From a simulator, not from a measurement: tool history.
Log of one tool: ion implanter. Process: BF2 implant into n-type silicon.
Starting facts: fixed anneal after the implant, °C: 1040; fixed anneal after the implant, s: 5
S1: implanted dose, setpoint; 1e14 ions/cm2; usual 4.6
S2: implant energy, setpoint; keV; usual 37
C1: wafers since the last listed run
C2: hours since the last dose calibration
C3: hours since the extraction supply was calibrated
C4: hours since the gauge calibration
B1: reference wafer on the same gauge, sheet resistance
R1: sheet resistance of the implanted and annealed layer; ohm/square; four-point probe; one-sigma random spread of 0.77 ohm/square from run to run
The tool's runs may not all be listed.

| run | day | S1 | S2 | C1 | C2 | C3 | C4 | B1 | R1 |
|---|---|---|---|---|---|---|---|---|---|
| 1 | 0 | 4.92 | 37 | 0 | 1029.7 | 6057.9 | 138.5 | 285.98 | 224.04 |
| 2 | 2.938 | 4.92 | 37 | 2083 | 1100.2 | 6128.4 | 209 | 286.08 | 224.95 |
| 3 | 4.2 | 4.92 | 37 | 895 | 1130.5 | 6158.7 | 239.3 | 285.96 | 225.36 |
| 4 | 5.667 | 4.6 | 31.5 | 1040 | 1165.7 | 6193.9 | 274.5 | 286.07 | 240.26 |
| 5 | 7.725 | 4.6 | 31.5 | 1460 | 1215.1 | 6243.3 | 323.9 | 286.28 | 240.87 |
| 6 | 10.471 | 4.91 | 37 | 1947 | 1281 | 6309.2 | 389.8 | 285.85 | 223.28 |
|  | 12.558 | gauge calibrated |
| 7 | 12.946 | 4.6 | 37 | 1755 | 1340.4 | 6368.6 | 9.3 | 286.04 | 234.56 |
|  | 14.354 | extraction supply calibrated |
| 8 | 14.896 | 4.92 | 37 | 1146 | 1387.2 | 13 | 56.1 | 286.06 | 222.23 |
| 9 | 16.617 | 4.19 | 43 | 1220 | 1428.5 | 54.3 | 97.4 | 285.96 | 252.57 |
|  | 18.867 | Faraday cup replaced and dose calibrated |
| 10 | 18.888 | 4.6 | 33 | 1374 | 0.5 | 108.8 | 151.9 | 286.08 | 248.23 |
| 11 | 20.842 | 5.47 | 32.5 | 1386 | 47.4 | 155.7 | 198.8 | 286.05 | 213.98 |

Run 12 has not been measured yet. What should we expect?
| 12 | 22.442 | 4.6 | 37 | 1135 | 85.8 | 194.1 | 237.2 | ? | ? |

B1: 285.74
R1: 244.51 ohm/square
Were there no unlogged condition in the tool, this run, its random variation unchanged, would have produced R1 243.08 ohm/square.
